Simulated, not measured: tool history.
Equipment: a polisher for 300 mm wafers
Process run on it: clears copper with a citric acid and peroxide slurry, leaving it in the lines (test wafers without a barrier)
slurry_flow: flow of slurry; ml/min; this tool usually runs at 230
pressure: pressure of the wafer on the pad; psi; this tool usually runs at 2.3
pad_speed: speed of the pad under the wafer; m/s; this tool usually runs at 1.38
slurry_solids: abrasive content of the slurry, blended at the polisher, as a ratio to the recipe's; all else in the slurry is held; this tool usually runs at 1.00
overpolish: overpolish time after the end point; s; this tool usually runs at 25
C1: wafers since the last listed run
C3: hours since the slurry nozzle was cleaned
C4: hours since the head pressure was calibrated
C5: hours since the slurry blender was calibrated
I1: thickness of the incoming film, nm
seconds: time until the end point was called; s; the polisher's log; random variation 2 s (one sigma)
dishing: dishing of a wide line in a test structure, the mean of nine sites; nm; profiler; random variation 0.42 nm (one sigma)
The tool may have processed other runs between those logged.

Run 1, hour 0.0: usual settings but pad_speed 1.02 m/s; C1 0; wafers polished on this pad 422; C3 119.9; C4 913.7; C5 116.0; I1 323.6. Result: seconds 163.6 s, dishing 27.3 nm.
Run 2, hour 12.0: usual settings but pad_speed 1.02 m/s; C1 100; wafers polished on this pad 522; C3 131.9; C4 925.7; C5 128.0; I1 327.1. Result: seconds 169.2 s, dishing 26.6 nm.
Run 3, hour 31.9: usual settings; C1 165; wafers polished on this pad 688; C3 151.8; C4 945.6; C5 147.9; I1 327.9. Result: seconds 135.9 s, dishing 29.8 nm.
Run 4, hour 47.7: usual settings but slurry_flow 180 ml/min, overpolish 18 s; C1 131; wafers polished on this pad 819; C3 167.6; C4 961.4; C5 163.7; I1 327.9. Result: seconds 141.4 s, dishing 24.0 nm.
Run 5, hour 53.9: usual settings; C1 51; wafers polished on this pad 871; C3 173.8; C4 967.6; C5 169.9; I1 322.4. Result: seconds 134.8 s, dishing 30.2 nm.
Run 6, hour 70.5: usual settings; C1 138; wafers polished on this pad 1009; C3 190.4; C4 984.2; C5 186.5; I1 324.3. Result: seconds 137.9 s, dishing 29.3 nm.
At hour 84.1: worn pad replaced by a new one.
Run 7, hour 87.6: usual settings; C1 109; wafers polished on this pad 29; C3 207.5; C4 1001.3; C5 203.6; I1 323.0. Result: seconds 140.1 s, dishing 29.1 nm.
Run 8, hour 100.3: usual settings; C1 105; wafers polished on this pad 134; C3 220.2; C4 1014.0; C5 216.3; I1 324.2. Result: seconds 142.3 s, dishing 29.0 nm.
Run 9, hour 114.8: usual settings; C1 120; wafers polished on this pad 255; C3 234.7; C4 1028.5; C5 230.8; I1 330.9. Result: seconds 144.1 s, dishing 28.1 nm.
At hour 124.9: slurry blender recalibrated.
At hour 128.3: slurry nozzle cleaned.
Run 10, hour 131.1: usual settings but overpolish 21 s; C1 110; wafers polished on this pad 366; C3 2.8; C4 1044.8; C5 6.2; I1 319.8. Result: seconds 124.8 s, dishing 28.4 nm.
Run 11, hour 141.8: usual settings but overpolish 21 s; C1 89; wafers polished on this pad 456; C3 13.5; C4 1055.5; C5 16.9; I1 323.7. Result: seconds 127.1 s, dishing 27.7 nm.
Run 12, hour 157.1: usual settings; C1 127; wafers polished on this pad 583; C3 28.8; C4 1070.8; C5 32.2; I1 320.5. Result: seconds 126.4 s, dishing 30.4 nm.
Run 13, hour 171.7: usual settings but pad_speed 1.10 m/s; C1 121; wafers polished on this pad 705; C3 43.4; C4 1085.4; C5 46.8; I1 327.7. Result: seconds 153.2 s, dishing 27.8 nm.
At hour 174.8: head pressure recalibrated.
Run 14, hour 182.3: usual settings but overpolish 21 s; C1 71; wafers polished on this pad 777; C3 54.0; C4 7.5; C5 57.4; I1 328.1. Result: seconds 133.2 s, dishing 28.3 nm.
Run 15, hour 191.4: usual settings but slurry_flow 275 ml/min, pressure 2.9 psi, slurry_solids 0.90, overpolish 20 s; C1 75; wafers polished on this pad 852; C3 63.1; C4 16.6; C5 66.5; I1 319.7. Result: seconds 103.6 s, dishing 31.2 nm.
Run 16, hour 198.3: usual settings; C1 57; wafers polished on this pad 910; C3 70.0; C4 23.5; C5 73.4; I1 323.9. Result: seconds 124.5 s, dishing 30.1 nm.
At hour 211.6: worn pad replaced by a new one.
Run 17, hour 212.1: usual settings but pad_speed 1.20 m/s; C1 81; wafers polished on this pad 4; C3 83.8; C4 37.3; C5 87.2; I1 331.5. Result: seconds 145.9 s, dishing 28.5 nm.
Run 18, hour 219.3: usual settings but slurry_flow 205 ml/min, pressure 1.9 psi, slurry_solids 1.20, overpolish 12 s; C1 60; wafers polished on this pad 64; C3 91.0; C4 44.5; C5 94.4; I1 323.6. Result: seconds 151.4 s, dishing 16.7 nm.
Run 19, hour 236.5: usual settings but slurry_flow 255 ml/min, slurry_solids 0.70; C1 143; wafers polished on this pad 207; C3 108.2; C4 61.7; C5 111.6; I1 331.2. Result: seconds 146.4 s, dishing 29.2 nm.
Run 20, hour 245.5: usual settings but pressure 2.0 psi, slurry_solids 0.85; C1 75; wafers polished on this pad 282; C3 117.2; C4 70.7; C5 120.6; I1 319.6. Result: seconds 155.7 s, dishing 27.4 nm.
Run 21, hour 252.2: usual settings but slurry_flow 205 ml/min, pressure 1.7 psi, slurry_solids 0.70; C1 55; wafers polished on this pad 338; C3 123.9; C4 77.4; C5 127.3; I1 328.3. Result: seconds 201.8 s, dishing 23.6 nm.
Run 22, hour 263.2: usual settings but pad_speed 1.06 m/s, slurry_solids 1.20, overpolish 20 s; C1 91; wafers polished on this pad 430; C3 134.9; C4 88.4; C5 138.3; I1 320.8. Result: seconds 153.5 s, dishing 23.8 nm.
Run 23, hour 270.7: usual settings; C1 62; wafers polished on this pad 492; C3 142.4; C4 95.9; C5 145.8; I1 318.9. Result: seconds 132.8 s, dishing 30.7 nm.

Some steps in seconds between neighbouring runs. How much of each would the tool show without its hidden state too (settings, what came in, random variation), and how much is left for the hidden state, with any gauge scatter that isn't in both results?
What the log doesn't record here: removal rate lost through wear of the pad, %; slurry flow missing at the pad, %; deviation of the head's pressure from its setpoint, %; abrasive missing from the slurry, %.
Run 3 -> 4: slurry_flow 230 -> 180, overpolish 25 -> 18. seconds +5.5 s: hidden state +2.4, all else +3.1.
Run 9 -> 10: overpolish 25 -> 21, slurry blender recalibrated, slurry nozzle cleaned. seconds -19.3 s: hidden state -15.2, all else -4.1.
Run 20 -> 21: slurry_flow 230 -> 205, pressure 2.0 -> 1.7, slurry_solids 0.85 -> 0.70. seconds +46.1 s: hidden state +2.1, all else +44.0.
Run 21 -> 22: slurry_flow 205 -> 230, pressure 1.7 -> 2.3, pad_speed 1.38 -> 1.06, slurry_solids 0.70 -> 1.20, overpolish 25 -> 20. seconds -48.3 s: hidden state -0.7, all else -47.6.

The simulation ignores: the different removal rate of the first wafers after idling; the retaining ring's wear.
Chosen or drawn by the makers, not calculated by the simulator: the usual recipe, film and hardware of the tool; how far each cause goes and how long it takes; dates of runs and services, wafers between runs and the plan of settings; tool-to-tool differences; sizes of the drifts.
